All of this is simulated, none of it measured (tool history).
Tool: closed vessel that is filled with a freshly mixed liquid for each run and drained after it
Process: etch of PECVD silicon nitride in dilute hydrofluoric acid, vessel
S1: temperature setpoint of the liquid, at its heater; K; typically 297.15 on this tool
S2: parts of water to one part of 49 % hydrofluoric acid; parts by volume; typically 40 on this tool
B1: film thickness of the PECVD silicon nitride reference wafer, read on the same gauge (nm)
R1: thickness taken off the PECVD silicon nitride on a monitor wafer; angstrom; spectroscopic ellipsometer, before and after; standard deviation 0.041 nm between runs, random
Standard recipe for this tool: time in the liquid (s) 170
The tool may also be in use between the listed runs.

{"run": 1, "hour": 0.0, "S1": 297.15, "S2": 40, "time in the liquid (s)": 170, "B1": 149.96, "R1": 110.4}
{"run": 2, "hour": 44.6, "S1": 297.15, "S2": 40, "time in the liquid (s)": 170, "B1": 150.0, "R1": 110.2}
{"run": 3, "hour": 85.0, "S1": 297.15, "S2": 50, "time in the liquid (s)": 170, "B1": 150.0, "R1": 89.8}
{"run": 4, "hour": 163.9, "S1": 297.15, "S2": 50, "time in the liquid (s)": 170, "B1": 150.0, "R1": 89.7}
{"run": 5, "hour": 209.1, "S1": 297.15, "S2": 50, "time in the liquid (s)": 170, "B1": 149.98, "R1": 91.2}
{"run": 6, "hour": 259.8, "S1": 297.15, "S2": 40, "time in the liquid (s)": 170, "B1": 150.0, "R1": 113.6}
{"run": 7, "hour": 306.5, "S1": 297.15, "S2": 55, "time in the liquid (s)": 170, "B1": 150.01, "R1": 82.9}
{"hour": 357.9, "done": "thermometer replaced"}
{"run": 8, "hour": 397.8, "S1": 297.15, "S2": 55, "time in the liquid (s)": 170, "B1": 150.01, "R1": 79.9}
{"run": 9, "hour": 467.4, "S1": 297.15, "S2": 30, "time in the liquid (s)": 265, "B1": 150.02, "R1": 228.3}
{"run": 10, "hour": 506.5, "S1": 297.15, "S2": 40, "time in the liquid (s)": 170, "B1": 150.0, "R1": 110.8}
{"hour": 549.2, "done": "gauge calibrated"}
{"run": 11, "hour": 608.3, "S1": 297.15, "S2": 40, "time in the liquid (s)": 215, "B1": 150.0, "R1": 141.5}
{"hour": 650.7, "done": "hydrofluoric acid flow meter replaced"}
{"run": 12, "hour": 684.9, "S1": 295.65, "S2": 40, "time in the liquid (s)": 170, "B1": 150.0, "R1": 91.6}
{"run": 13, "hour": 746.4, "S1": 301.65, "S2": 40, "time in the liquid (s)": 170, "B1": 150.01, "R1": 136.6}
{"run": 14, "hour": 811.2, "S1": 301.65, "S2": 55, "time in the liquid (s)": 170, "B1": 149.97, "R1": 101.4}
{"run": 15, "hour": 882.6, "S1": 297.15, "S2": 40, "time in the liquid (s)": 170, "B1": 150.01, "R1": 104.0}
{"run": 16, "hour": 953.0, "S1": 293.65, "S2": 20, "time in the liquid (s)": 200, "B1": 150.0, "R1": 187.6}

3 options for the next run, each taken on its own from the tool as it stands now. Forecast them:
{"run": "A", "hour": 953.7, "S1": 297.15, "S2": 30, "time in the liquid (s)": 170, "B1": "?", "R1": "?"}
{"run": "B", "hour": 953.7, "S1": 293.15, "S2": 30, "time in the liquid (s)": 210, "B1": "?", "R1": "?"}
{"run": "C", "hour": 953.7, "S1": 294.15, "S2": 30, "time in the liquid (s)": 265, "B1": "?", "R1": "?"}

run=A B1=150.00 R1=137.3
run=B B1=150.00 R1=128.8
run=C B1=150.00 R1=174.2
With the hidden condition removed and each run's random variation left untouched, the same runs would have given:
run=A R1=130.9
run=B R1=122.7
run=C R1=166.0

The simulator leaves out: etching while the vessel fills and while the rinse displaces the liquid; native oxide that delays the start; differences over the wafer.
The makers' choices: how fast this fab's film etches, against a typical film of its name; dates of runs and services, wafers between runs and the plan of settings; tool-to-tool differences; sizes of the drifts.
